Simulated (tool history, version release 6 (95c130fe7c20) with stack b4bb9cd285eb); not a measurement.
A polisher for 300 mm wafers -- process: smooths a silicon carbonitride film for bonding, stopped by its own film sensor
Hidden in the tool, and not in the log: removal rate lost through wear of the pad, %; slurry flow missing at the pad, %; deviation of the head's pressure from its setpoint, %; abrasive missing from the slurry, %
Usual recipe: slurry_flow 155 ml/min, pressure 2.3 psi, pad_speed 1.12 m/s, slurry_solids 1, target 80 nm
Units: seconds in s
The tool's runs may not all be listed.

run,hour,slurry_flow,pressure,pad_speed,slurry_solids,target,wafers since the last listed run,wafers polished on this pad,hours since the slurry nozzle was cleaned,hours since the head pressure was calibrated,hours since the slurry blender was calibrated,"incoming thickness of the incoming film, nm",seconds
1,0,155,2.3,1.12,1,80,0,454,323,340.5,349,100.9,65.9
2,26,155,2.3,1.12,1,80,349,804,349,366.5,375,98.6,57.1
# hour 61.2: slurry blender recalibrated
3,89.1,155,2.3,1.12,1,80,822,1626,412.1,429.6,27.9,99.5,53.6
4,120.7,155,2.3,1.12,1,80,425,2052,443.7,461.2,59.5,101.8,60.9
5,145,155,2.3,1.12,1,80,327,2379,468,485.5,83.8,100.1,56.1
6,176,155,2.3,1.12,1,80,417,2796,499,516.5,114.8,99,54.4
7,203.3,155,2.3,1.12,1,80,367,3164,526.3,543.8,142.1,100,56.2
8,242.4,155,2.3,1.12,1,80,526,3690,565.4,582.9,181.2,99.6,55.2
# hour 288.4: worn pad replaced by a new one
9,295.9,155,2.3,1.12,1,80,666,100,618.9,636.4,234.7,98.8,53.6
10,354.8,155,2.3,1.12,1.2,80,792,893,677.8,695.3,293.6,101.2,58.3
11,384.2,155,2.3,1.12,1,80,395,1288,707.2,724.7,323,100.7,62.4
12,426,155,2.3,1.12,1,80,562,1851,749,766.5,364.8,100.1,61
# hour 432.6: slurry nozzle cleaned
# hour 463: slurry blender recalibrated
13,489.1,155,2.3,1.12,1,80,809,2660,56.5,829.6,26.1,101.3,60
# hour 542.9: head pressure recalibrated
14,545.8,155,2.3,1.12,1,80,736,3396,113.2,2.9,82.8,100,54.8
15,614.7,125,2.3,0.84,1,73,927,4324,182.1,71.8,151.7,99.9,91.5
16,671.6,155,2.3,1.12,1,80,765,5090,239,128.7,208.6,98.6,54
# hour 717.7: worn pad replaced by a new one
17,728.5,155,2.3,1.12,1,76,712,145,295.9,185.6,265.5,101.2,72.7
18,792.7,155,3,1.12,1,83,864,1009,360.1,249.8,329.7,99.6,39.9
19,831,155,2.3,1.48,1,80,515,1525,398.4,288.1,368,100.4,53.6
# hour 849.1: slurry blender recalibrated
20,888.1,155,2.7,1.12,1,80,741,2267,455.5,345.2,39,98.5,41.3
21,950.5,155,2.3,1.52,1,77,839,3107,517.9,407.6,101.4,99.7,54.2
# hour 1004.7: slurry nozzle cleaned
22,1012.2,155,2.3,1.12,0.8,80,817,3924,7.5,469.3,163.1,100.7,61.1
23,1054,155,3.1,1.22,1.2,76,562,4486,49.3,511.1,204.9,100.2,47.2
24,1078.8,155,2.8,1.46,1,80,333,4820,74.1,535.9,229.7,99.9,40.6
# hour 1136.2: worn pad replaced by a new one
# hour 1219.6: slurry blender recalibrated
25,1291.6,155,2.3,1.32,1,80,2783,2064,286.9,748.7,72,100.8,52.6
# hour 1298.6: head pressure recalibrated
26,1370,155,2.3,1.12,1,76,1028,3093,365.3,71.4,150.4,99.6,65.3
27,1417.2,175,2.3,1.12,0.85,80,635,3728,412.5,118.6,197.6,101,61.7
28,1459.1,155,2.3,1.12,1,74,564,4292,454.4,160.5,239.5,99.7,75
# hour 1466.3: worn pad replaced by a new one
29,1514.1,155,2.3,1.12,1,80,686,643,509.4,215.5,294.5,100.9,60.3
30,1569,155,2.3,1.12,1,80,739,1382,564.3,270.4,349.4,99.7,60
# hour 1588.3: slurry nozzle cleaned
31,1626,155,2.3,1.12,0.9,80,753,2136,37.7,327.4,406.4,98,59.4

Below are 3 alternative next runs, each starting from the tool's condition after run 31. Predict each:
A,1626.4,155,2.3,1.12,1,80,5,2142,38.1,327.8,406.8,100.3,?
B,1626.4,130,2.5,1.24,0.8,80,5,2142,38.1,327.8,406.8,100.3,?
C,1626.4,135,2.3,1.12,0.8,80,5,2142,38.1,327.8,406.8,100.3,?

run,seconds
A,65.2
B,63.4
C,72.2
With no hidden state in the tool, these same runs would have given:
run,seconds
A,55.8
B,53.6
C,61
